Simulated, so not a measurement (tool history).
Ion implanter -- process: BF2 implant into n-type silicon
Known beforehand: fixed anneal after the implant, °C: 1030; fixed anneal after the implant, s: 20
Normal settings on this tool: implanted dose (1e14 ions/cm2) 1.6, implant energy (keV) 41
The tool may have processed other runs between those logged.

run	hour	implanted dose (1e14 ions/cm2)	implant energy (keV)	wafers since the last listed run	hours since the last dose calibration	hours since the extraction supply was calibrated	hours since the gauge calibration	read-back reference wafer on the same gauge, sheet resistance	sheet resistance of the implanted and annealed layer (ohm/square)
1	0	1.6	41	0	1052.5	5250	471.1	630.18	642.5
2	18.1	1.6	41	305	1070.6	5268.1	489.2	631.06	644.12
3	97.2	1.6	41	1334	1149.7	5347.2	568.3	630.47	639.51
4	126.5	1.6	41	494	1179	5376.5	597.6	631.49	638.35
5	157.8	1.6	41	528	1210.3	5407.8	628.9	631.1	643.3
6	190.3	1.6	41	548	1242.8	5440.3	661.4	631.4	643.01
# hour 195.8: gauge calibrated
7	221.9	1.6	41	533	1274.4	5471.9	26.1	630.37	643.28
8	250.8	1.29	45.5	487	1303.3	5500.8	55	630.36	757.38
9	268	1.6	41	290	1320.5	5518	72.2	631.43	636.54
10	303.2	1.6	41	593	1355.7	5553.2	107.4	631.51	642.1
11	396.4	1.6	41	1572	1448.9	5646.4	200.6	630.71	640.54
12	418	1.6	41	364	1470.5	5668	222.2	630.79	641.27
13	436.7	1.6	30.5	315	1489.2	5686.7	240.9	630.04	668.47
14	455.1	1.6	30.5	310	1507.6	5705.1	259.3	630.84	668.01
15	511.3	1.6	41	948	1563.8	5761.3	315.5	630.42	647.56
16	542.5	1.6	41	526	1595	5792.5	346.7	631.04	641.36
17	565	1.6	41	379	1617.5	5815	369.2	630.98	642.35
18	583.6	1.15	31.5	313	1636.1	5833.6	387.8	630.34	867.15
19	606.1	1.98	41	379	1658.6	5856.1	410.3	630.77	543.96
20	637.5	1.6	41	529	1690	5887.5	441.7	632.24	641.04
21	666.6	1.6	41	491	1719.1	5916.6	470.8	630.84	639.65
22	686.1	1.79	51.5	329	1738.6	5936.1	490.3	630.03	566.79
23	721.6	1.41	33.5	598	1774.1	5971.6	525.8	631.74	730.16
# hour 743.3: extraction supply calibrated
24	753.3	1.6	29.5	399	1805.8	10	557.5	630.65	664.15
25	772.2	1.6	41	318	1824.7	28.9	576.4	630.45	643.23
# hour 807.2: Faraday cup replaced and dose calibrated
26	807.7	1.6	41	464	0.5	64.4	611.9	631	610.87
27	823.3	1.87	36.5	263	16.1	80	627.5	630.54	548.64
28	843.4	1.17	41	339	36.2	100.1	647.6	631.88	785.73
29	870.7	1.6	41	460	63.5	127.4	674.9	632.1	617.49
# hour 892.8: gauge calibrated
30	958.4	1.92	41	1479	151.2	215.1	65.6	630.72	534.53
31	993	2.03	33	583	185.8	249.7	100.2	631.77	525.97
32	1012.1	1.33	32	322	204.9	268.8	119.3	631.36	744.11
33	1041.9	1.96	55	502	234.7	298.6	149.1	631.22	508.96
34	1070.6	1.85	37.5	484	263.4	327.3	177.8	630.72	555.33
35	1095.8	1.17	41	425	288.6	352.5	203	631.64	809.91
36	1116.6	1.6	37	350	309.4	373.3	223.8	631.69	632.6
37	1148.6	1.98	28	539	341.4	405.3	255.8	631.18	549.1

Consider 4 possible next runs. They are alternatives, not a sequence: every one starts from the tool as it was left by run 37. What does each give?
A	1149	1.6	33	6	341.8	405.7	256.2	?	?
B	1149	1.24	33.5	6	341.8	405.7	256.2	?	?
C	1149	1.91	41	6	341.8	405.7	256.2	?	?
D	1149	1.18	30.5	6	341.8	405.7	256.2	?	?

run	read-back reference wafer on the same gauge, sheet resistance	sheet resistance of the implanted and annealed layer (ohm/square)
A	631.52	638.88
B	631.52	784.99
C	631.52	538.47
D	631.52	827.76
What these runs would have given with no unlogged condition in the tool:
run	sheet resistance of the implanted and annealed layer (ohm/square)
A	628.33
B	772.13
C	529.58
D	814.15
